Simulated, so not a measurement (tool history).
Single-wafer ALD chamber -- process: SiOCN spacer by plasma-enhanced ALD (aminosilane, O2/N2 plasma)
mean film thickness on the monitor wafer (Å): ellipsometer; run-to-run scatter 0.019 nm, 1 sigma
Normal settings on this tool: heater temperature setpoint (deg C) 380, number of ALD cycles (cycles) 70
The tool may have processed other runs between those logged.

run	day	heater temperature setpoint (deg C)	number of ALD cycles (cycles)	wafers since the last listed run	hours since the last thermocouple change	hours since the gauge calibration	read-back reference wafer on the same gauge, thickness_nm	mean film thickness on the monitor wafer (Å)
1	0.000	380	70	0	2091.0	25.8	4.860	41.52
2	0.700	380	70	89	2107.8	42.6	4.859	40.81
3	1.212	380	75	65	2120.1	54.9	4.858	43.66
4	1.779	380	70	72	2133.7	68.5	4.860	41.18
5	2.350	380	70	73	2147.4	82.2	4.859	41.13
6	3.075	380	70	92	2164.8	99.6	4.860	41.22
# day 3.771: thermocouple changed; heater temperature recalibrated
7	3.792	380	70	49	0.5	116.8	4.859	41.27
8	4.029	380	70	30	6.2	122.5	4.859	41.20
9	4.646	380	70	78	21.0	137.3	4.864	40.92
10	5.121	368	75	60	32.4	148.7	4.860	44.41
11	5.575	380	82	58	43.3	159.6	4.858	48.28
# day 5.688: gauge calibrated
12	6.500	375	76	118	65.5	19.5	4.860	44.76
13	6.992	380	70	62	77.3	31.3	4.865	41.68
14	7.458	386	58	59	88.5	42.5	4.858	34.12
15	7.967	380	70	65	100.7	54.7	4.860	41.02
16	8.721	386	58	96	118.8	72.8	4.862	34.13
17	9.350	385	59	80	133.9	87.9	4.856	34.95
18	9.762	369	82	52	143.8	97.8	4.862	48.15
19	10.129	373	75	46	152.6	106.6	4.860	44.10

Consider 5 possible next runs. They are alternatives, not a sequence: every one starts from the tool as it was left by run 19. What does each give?
A	10.150	380	70	2	153.1	107.1	?	?
B	10.150	365	79	2	153.1	107.1	?	?
C	10.150	384	64	2	153.1	107.1	?	?
D	10.150	374	57	2	153.1	107.1	?	?
E	10.150	367	75	2	153.1	107.1	?	?

run	read-back reference wafer on the same gauge, thickness_nm	mean film thickness on the monitor wafer (Å)
A	4.858	41.29
B	4.858	46.59
C	4.858	37.75
D	4.858	33.62
E	4.858	44.24
Take away the tool's hidden state, keep each run's random variation, and the runs would have read:
run	mean film thickness on the monitor wafer (Å)
A	41.29
B	46.59
C	37.75
D	33.62
E	44.24
